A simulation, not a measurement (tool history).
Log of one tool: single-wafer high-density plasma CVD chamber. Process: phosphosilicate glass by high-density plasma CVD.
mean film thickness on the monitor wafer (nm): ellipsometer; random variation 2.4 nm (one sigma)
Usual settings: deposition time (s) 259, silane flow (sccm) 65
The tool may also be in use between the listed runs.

run,hour,deposition time (s),silane flow (sccm),"read-back reference wafer on the same gauge, thickness_nm",mean film thickness on the monitor wafer (nm)
1,0.0,259,65,1640.172,1722.524
2,16.5,249,61,1639.989,1555.634
3,30.0,249,61,1640.205,1553.798
4,44.3,249,61,1639.754,1557.427
5,50.7,259,65,1639.940,1720.755
6,68.9,259,65,1639.906,1723.149
7,78.4,259,65,1640.133,1730.506
8,90.0,259,65,1639.665,1727.104
9,99.5,259,65,1639.796,1727.766
10,110.1,259,71,1640.022,1886.573
11,116.3,259,71,1639.644,1882.901
12,132.2,259,71,1640.243,1885.953
13,147.9,235,65,1640.026,1569.744
14,165.6,235,65,1639.669,1568.223
15,179.9,235,65,1639.452,1568.324
16,188.5,259,65,1640.192,1728.984
17,198.7,282,65,1640.194,1879.064
18,215.9,282,65,1640.167,1879.260
# hour 240.9: silane flow controller replaced
19,246.7,207,65,1639.862,1296.941
20,261.1,309,71,1640.240,2107.289
21,277.5,240,75,1639.871,1732.810
22,289.6,259,70,1639.936,1742.744
23,301.5,212,57,1639.686,1160.725
# hour 304.8: gauge calibrated
24,309.5,238,65,1639.790,1488.604
25,322.4,244,75,1640.104,1764.001
26,330.8,273,59,1640.305,1553.873
27,347.2,292,75,1640.019,2111.193
28,355.0,259,65,1639.965,1621.466
29,371.8,240,75,1640.143,1740.059
30,380.5,308,55,1640.411,1633.611
31,392.3,259,65,1639.990,1622.244
32,409.0,304,61,1639.713,1789.310
33,442.3,259,65,1639.481,1626.279
34,468.8,292,75,1639.927,2112.445
35,478.2,212,70,1639.583,1429.787
36,489.1,259,54,1639.871,1347.678
37,495.3,259,53,1639.744,1324.088

What the log doesn't show, run by run:
gauge reads high (%): 0 in every run
H1: delivered silane flow above the setpoint (%)
run,H1
1,6.75
2,6.77
3,6.79
4,6.81
5,6.82
6,6.84
7,6.86
8,6.87
9,6.89
10,6.9
11,6.91
12,6.93
13,6.95
14,6.98
15,7
16,7.01
17,7.03
18,7.05
19,0.314
20,0.335
21,0.358
22,0.375
23,0.391
24,0.403
25,0.421
26,0.433
27,0.456
28,0.467
29,0.491
30,0.503
31,0.519
32,0.543
33,0.59
34,0.627
35,0.64
36,0.656
37,0.664
